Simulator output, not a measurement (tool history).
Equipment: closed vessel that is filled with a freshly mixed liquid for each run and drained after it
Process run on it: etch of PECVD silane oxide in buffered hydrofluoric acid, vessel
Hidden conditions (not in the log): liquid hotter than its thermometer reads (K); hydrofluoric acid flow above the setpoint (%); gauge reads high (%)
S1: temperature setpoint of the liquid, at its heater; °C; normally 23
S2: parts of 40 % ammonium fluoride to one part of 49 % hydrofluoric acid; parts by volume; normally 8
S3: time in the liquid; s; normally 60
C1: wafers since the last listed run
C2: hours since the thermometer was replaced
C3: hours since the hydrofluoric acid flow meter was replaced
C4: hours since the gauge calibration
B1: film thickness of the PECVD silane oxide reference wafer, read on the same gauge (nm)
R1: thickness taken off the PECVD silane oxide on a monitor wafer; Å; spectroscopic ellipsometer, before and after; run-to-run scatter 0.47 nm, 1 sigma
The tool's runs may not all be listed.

run 1 hour=0 | S1=23 S2=8 S3=60 | C1=0 C2=483.5 C3=887.4 C4=143.8 | B1=60.03 | R1=1078.5
run 2 hour=31.2 | S1=23 S2=8 S3=60 | C1=4418 C2=514.7 C3=918.6 C4=175 | B1=60 | R1=1088.2
run 3 hour=45.4 | S1=26 S2=8 S3=60 | C1=2011 C2=528.9 C3=932.8 C4=189.2 | B1=60 | R1=1283.3
run 4 hour=66.3 | S1=26 S2=8 S3=60 | C1=2959 C2=549.8 C3=953.7 C4=210.1 | B1=60 | R1=1275.5
run 5 hour=82.8 | S1=23 S2=8 S3=60 | C1=2336 C2=566.3 C3=970.2 C4=226.6 | B1=60.02 | R1=1092
run 6 hour=103.6 | S1=23 S2=8 S3=60 | C1=2945 C2=587.1 C3=991 C4=247.4 | B1=60.01 | R1=1094.5
run 7 hour=196.3 | S1=23 S2=8 S3=60 | C1=13128 C2=679.8 C3=1083.7 C4=340.1 | B1=60 | R1=1098.2
run 8 hour=227.6 | S1=23 S2=8 S3=60 | C1=4432 C2=711.1 C3=1115 C4=371.4 | B1=59.99 | R1=1096.6
run 9 hour=242 | S1=23 S2=8 S3=60 | C1=2039 C2=725.5 C3=1129.4 C4=385.8 | B1=59.99 | R1=1098.9
run 10 hour=259.9 | S1=23 S2=8 S3=60 | C1=2535 C2=743.4 C3=1147.3 C4=403.7 | B1=60 | R1=1109.9
run 11 hour=283 | S1=25 S2=8 S3=60 | C1=3271 C2=766.5 C3=1170.4 C4=426.8 | B1=60 | R1=1233.8
run 12 hour=310.8 | S1=25 S2=8 S3=60 | C1=3937 C2=794.3 C3=1198.2 C4=454.6 | B1=60.01 | R1=1229.1
run 13 hour=350.6 | S1=23 S2=8 S3=60 | C1=5636 C2=834.1 C3=1238 C4=494.4 | B1=60.01 | R1=1105.1
run 14 hour=371.4 | S1=23 S2=8 S3=60 | C1=2945 C2=854.9 C3=1258.8 C4=515.2 | B1=60.01 | R1=1109.1
run 15 hour=400.7 | S1=21.5 S2=5.5 S3=60 | C1=4149 C2=884.2 C3=1288.1 C4=544.5 | B1=60.02 | R1=1430
run 16 hour=414.8 | S1=23 S2=8 S3=60 | C1=1996 C2=898.3 C3=1302.2 C4=558.6 | B1=59.99 | R1=1105.2
-- hour=416.2 hydrofluoric acid flow meter replaced
-- hour=418.7 thermometer replaced
run 17 hour=445.6 | S1=25.5 S2=8 S3=75 | C1=4078 C2=26.9 C3=29.4 C4=589.4 | B1=60 | R1=1460.2
-- hour=455 gauge calibrated
run 18 hour=464.6 | S1=23 S2=8 S3=50 | C1=2690 C2=45.9 C3=48.4 C4=9.6 | B1=60.01 | R1=847.9
run 19 hour=490.2 | S1=19.5 S2=6.5 S3=60 | C1=3625 C2=71.5 C3=74 C4=35.2 | B1=60.01 | R1=1026.7
run 20 hour=524.5 | S1=23 S2=8 S3=60 | C1=4857 C2=105.8 C3=108.3 C4=69.5 | B1=59.99 | R1=1015.9
run 21 hour=556.6 | S1=23 S2=6 S3=80 | C1=4546 C2=137.9 C3=140.4 C4=101.6 | B1=60 | R1=1780
run 22 hour=591.3 | S1=23 S2=8 S3=40 | C1=4914 C2=172.6 C3=175.1 C4=136.3 | B1=60.01 | R1=680.3
run 23 hour=603.7 | S1=26.5 S2=5 S3=30 | C1=1756 C2=185 C3=187.5 C4=148.7 | B1=59.99 | R1=948.8
run 24 hour=625 | S1=23 S2=10 S3=60 | C1=3016 C2=206.3 C3=208.8 C4=170 | B1=60.01 | R1=835.7
run 25 hour=660.5 | S1=23 S2=10 S3=30 | C1=5027 C2=241.8 C3=244.3 C4=205.5 | B1=59.99 | R1=418.9
run 26 hour=684.1 | S1=23 S2=8 S3=60 | C1=3342 C2=265.4 C3=267.9 C4=229.1 | B1=60 | R1=1032.1
run 27 hour=707.6 | S1=19 S2=10 S3=50 | C1=3328 C2=288.9 C3=291.4 C4=252.6 | B1=59.99 | R1=563.7
run 28 hour=736.8 | S1=23 S2=8 S3=60 | C1=4135 C2=318.1 C3=320.6 C4=281.8 | B1=60 | R1=1038.4

Here are 3 independent what-if runs from the current tool condition. What would each one return?
run A hour=737.5 | S1=27 S2=8 S3=60 | C1=99 C2=318.8 C3=321.3 C4=282.5 | B1=? | R1=?
run B hour=737.5 | S1=27.5 S2=8 S3=60 | C1=99 C2=318.8 C3=321.3 C4=282.5 | B1=? | R1=?
run C hour=737.5 | S1=18.5 S2=8 S3=60 | C1=99 C2=318.8 C3=321.3 C4=282.5 | B1=? | R1=?

run=A B1=60 R1=1279.4
run=B B1=60 R1=1314
run=C B1=60 R1=802.1
The same runs, with their run-to-run variation unchanged, on a tool lacking any hidden condition would have given:
run=A R1=1239.5
run=B R1=1273
run=C R1=777
